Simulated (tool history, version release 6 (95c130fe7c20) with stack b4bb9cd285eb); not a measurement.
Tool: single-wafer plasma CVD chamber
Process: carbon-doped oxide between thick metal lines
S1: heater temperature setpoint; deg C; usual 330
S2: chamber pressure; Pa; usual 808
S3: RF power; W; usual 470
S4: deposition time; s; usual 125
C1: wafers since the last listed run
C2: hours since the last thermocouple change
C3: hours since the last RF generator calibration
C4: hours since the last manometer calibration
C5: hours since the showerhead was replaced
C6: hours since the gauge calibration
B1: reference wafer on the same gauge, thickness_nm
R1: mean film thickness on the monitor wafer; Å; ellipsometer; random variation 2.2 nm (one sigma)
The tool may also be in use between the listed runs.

run,hour,S1,S2,S3,S4,C1,C2,C3,C4,C5,C6,B1,R1
1,0.0,330,808,470,125,0,845.0,2158.9,1599.5,3256.4,241.1,514.670,5853.85
2,307.8,330,808,470,125,4715,1152.8,2466.7,1907.3,3564.2,548.9,515.314,5903.20
3,368.3,330,808,470,125,926,1213.3,2527.2,1967.8,3624.7,609.4,514.813,5894.80
4,404.8,330,808,470,125,559,1249.8,2563.7,2004.3,3661.2,645.9,515.257,5923.65
# hour 428.6: RF generator calibrated
5,446.0,330,808,470,125,508,1291.0,17.4,2045.5,3702.4,687.1,515.431,6109.61
6,485.5,330,808,530,132,605,1330.5,56.9,2085.0,3741.9,726.6,515.151,6813.60
# hour 536.7: gauge calibrated
7,572.3,330,808,530,132,1329,1417.3,143.7,2171.8,3828.7,35.6,514.448,6821.61
# hour 582.6: showerhead replaced
8,654.3,330,875,405,125,1133,1499.3,225.7,2253.8,71.7,117.6,514.660,5626.62
# hour 694.5: thermocouple changed; heater temperature recalibrated
9,698.3,330,808,390,136,551,3.8,269.7,2297.8,115.7,161.6,514.227,5911.87
10,776.4,344,981,550,125,1196,81.9,347.8,2375.9,193.8,239.7,515.383,6346.52
11,843.6,330,1009,500,144,1029,149.1,415.0,2443.1,261.0,306.9,514.724,7280.37
# hour 874.5: capacitance manometer re-zeroed and calibrated
12,905.0,330,808,525,125,818,210.5,476.4,30.5,322.4,368.3,514.188,6390.08
13,947.4,330,808,470,125,649,252.9,518.8,72.9,364.8,410.7,514.851,5990.54
14,1039.1,316,808,470,110,1404,344.6,610.5,164.6,456.5,502.4,515.490,5510.04
15,1140.8,318,1009,425,141,1558,446.3,712.2,266.3,558.2,604.1,515.453,6761.96

Forecast each of these 5 alternatives for the next run:
A,1141.2,330,808,470,125,6,446.7,712.6,266.7,558.6,604.5,?,?
B,1141.2,330,808,380,104,6,446.7,712.6,266.7,558.6,604.5,?,?
C,1141.2,315,808,400,125,6,446.7,712.6,266.7,558.6,604.5,?,?
D,1141.2,343,617,435,125,6,446.7,712.6,266.7,558.6,604.5,?,?
E,1141.2,330,808,545,125,6,446.7,712.6,266.7,558.6,604.5,?,?

run,B1,R1
A,515.432,5957.33
B,515.432,4422.16
C,515.432,5708.69
D,515.432,5311.32
E,515.432,6408.38
Without the tool's hidden state the same runs would have given:
run,R1
A,6129.37
B,4565.33
C,5893.45
D,5483.22
E,6582.82
